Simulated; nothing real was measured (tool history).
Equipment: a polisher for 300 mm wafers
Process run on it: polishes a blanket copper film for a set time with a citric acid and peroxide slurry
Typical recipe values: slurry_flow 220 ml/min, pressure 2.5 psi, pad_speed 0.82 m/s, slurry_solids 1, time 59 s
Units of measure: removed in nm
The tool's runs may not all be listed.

run	hour	slurry_flow	pressure	pad_speed	slurry_solids	time	wafers since the last listed run	wafers polished on this pad	hours since the slurry nozzle was cleaned	hours since the head pressure was calibrated	hours since the slurry blender was calibrated	incoming thickness of the incoming film, nm	removed
1	0	220	2.5	0.82	1	59	0	851	137.3	570.4	199.3	801.9	86.3
2	13.1	220	2.5	0.82	1	59	87	939	150.4	583.5	212.4	808	81.9
# hour 19.7: worn pad replaced by a new one
3	30.8	220	2.5	0.82	1	59	91	74	168.1	601.2	230.1	821	82.4
4	38.9	220	2.5	0.82	1	44	54	128	176.2	609.3	238.2	824.2	62.1
5	63.5	220	2.5	0.82	1	44	164	292	200.8	633.9	262.8	798	60.1
6	79.3	220	2.5	0.82	1	44	105	398	216.6	649.7	278.6	815.1	61.3
7	93.3	220	2.5	0.82	1	59	93	492	230.6	663.7	292.6	801.1	81.8
8	100.9	220	2.5	0.82	1	59	50	543	238.2	671.3	300.2	799.1	81.8
9	108.3	220	2.5	0.82	1	59	49	592	245.6	678.7	307.6	797.7	80
# hour 112.5: slurry blender recalibrated
10	122	220	2.5	0.82	1	59	78	671	259.3	692.4	9.5	809.5	88.5
# hour 133.6: head pressure recalibrated
11	134.7	240	2.2	0.92	0.85	59	71	742	272	1.1	22.2	798.5	87.7
# hour 154.1: worn pad replaced by a new one
12	154.6	180	2.5	0.7	0.7	59	106	3	291.9	21	42.1	814	72.2
13	163.2	165	2.5	0.82	0.75	59	57	61	300.5	29.6	50.7	826.4	81.4
14	171.9	220	2.5	0.82	1	59	58	119	309.2	38.3	59.4	817.5	89
# hour 185.3: slurry nozzle cleaned
15	186.3	220	2.5	0.96	1	59	89	209	1	52.7	73.8	813.2	99.6
16	192.6	220	2.5	0.82	1	59	42	251	7.3	59	80.1	814.4	88.9
17	201	220	1.6	0.82	1	59	56	307	15.7	67.4	88.5	808.5	70.5
18	216.2	270	2.5	0.82	1	59	101	409	30.9	82.6	103.7	809.2	90.4
19	229.4	220	2.2	0.82	1	48	88	497	44.1	95.8	116.9	804.3	65.7
20	265.3	275	2.5	0.68	1	59	240	737	80	131.7	152.8	811.4	77.6

Alternative continuations, all from the tool just after run 20; predict every row:
A	265.7	220	2.5	0.82	0.7	59	2	740	80.4	132.1	153.2	800	?
B	265.7	220	3	0.82	1	59	2	740	80.4	132.1	153.2	800	?
C	265.7	220	3	0.82	1	47	2	740	80.4	132.1	153.2	800	?

run	removed
A	78.6
B	95.5
C	76.1
Had the tool no hidden state, the same runs would have come out as:
run	removed
A	84.1
B	102.7
C	81.8
